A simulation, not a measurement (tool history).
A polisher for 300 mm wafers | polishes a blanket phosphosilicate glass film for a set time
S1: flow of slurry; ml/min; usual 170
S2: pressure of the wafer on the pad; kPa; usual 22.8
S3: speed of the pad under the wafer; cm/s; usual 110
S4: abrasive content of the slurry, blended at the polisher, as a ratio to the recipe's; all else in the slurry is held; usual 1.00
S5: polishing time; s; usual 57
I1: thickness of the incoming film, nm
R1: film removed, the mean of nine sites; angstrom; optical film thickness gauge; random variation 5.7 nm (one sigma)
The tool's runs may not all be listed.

Run 1, hour 0.0: usual settings; I1 2231.0. Result: R1 4460 angstrom.
Run 2, hour 12.0: usual settings; I1 2186.8. Result: R1 4398 angstrom.
At hour 17.6: worn pad replaced by a new one.
Run 3, hour 21.5: usual settings; I1 2203.8. Result: R1 4377 angstrom.
Run 4, hour 39.1: usual settings; I1 2240.3. Result: R1 4422 angstrom.
Run 5, hour 49.3: usual settings; I1 2205.6. Result: R1 4476 angstrom.
Run 6, hour 60.5: usual settings; I1 2190.6. Result: R1 4388 angstrom.
Run 7, hour 73.7: usual settings; I1 2182.1. Result: R1 4376 angstrom.
At hour 84.2: worn pad replaced by a new one.
Run 8, hour 87.7: usual settings but S4 0.85, S5 68 s; I1 2196.8. Result: R1 4619 angstrom.
Run 9, hour 95.7: usual settings but S5 69 s; I1 2214.3. Result: R1 5316 angstrom.
At hour 106.0: head pressure recalibrated.
Run 10, hour 106.5: usual settings but S5 69 s; I1 2197.8. Result: R1 5261 angstrom.
Run 11, hour 119.3: usual settings but S5 69 s; I1 2180.8. Result: R1 5322 angstrom.
At hour 127.0: conditioning disc replaced and pad reconditioned.
Run 12, hour 132.8: usual settings but S4 0.85; I1 2204.8. Result: R1 3845 angstrom.
At hour 139.3: slurry blender recalibrated.
At hour 144.1: worn pad replaced by a new one.
Run 13, hour 150.1: usual settings but S1 200 ml/min, S5 64 s; I1 2221.9. Result: R1 5472 angstrom.
Run 14, hour 162.4: usual settings; I1 2182.5. Result: R1 4676 angstrom.
Run 15, hour 169.1: usual settings but S1 215 ml/min, S2 17.2 kPa, S4 1.25, S5 62 s; I1 2221.0. Result: R1 4494 angstrom.
Run 16, hour 179.6: usual settings but S1 195 ml/min; I1 2177.6. Result: R1 4749 angstrom.
Run 17, hour 190.7: usual settings; I1 2175.7. Result: R1 4683 angstrom.
Run 18, hour 199.8: usual settings but S1 115 ml/min, S2 25.5 kPa, S3 90 cm/s, S4 0.70; I1 2161.3. Result: R1 3317 angstrom.
At hour 213.1: worn pad replaced by a new one.
Run 19, hour 213.6: usual settings but S2 26.2 kPa; I1 2198.2. Result: R1 5349 angstrom.
At hour 214.7: slurry nozzle cleaned.
Run 20, hour 219.2: usual settings but S1 200 ml/min, S5 64 s; I1 2187.9. Result: R1 5371 angstrom.
Run 21, hour 231.9: usual settings but S1 215 ml/min, S2 17.2 kPa, S4 1.25, S5 62 s; I1 2213.0. Result: R1 4360 angstrom.

Run 22 comes next. What will it give?
Run 22, hour 243.8: usual settings but S1 140 ml/min, S2 24.8 kPa, S3 134 cm/s, S4 0.90; I1 2208.2. Result: R1 ?.

Run 22 gave R1 4946 angstrom.
Without the tool's hidden state the same run would have given R1 5050 angstrom.
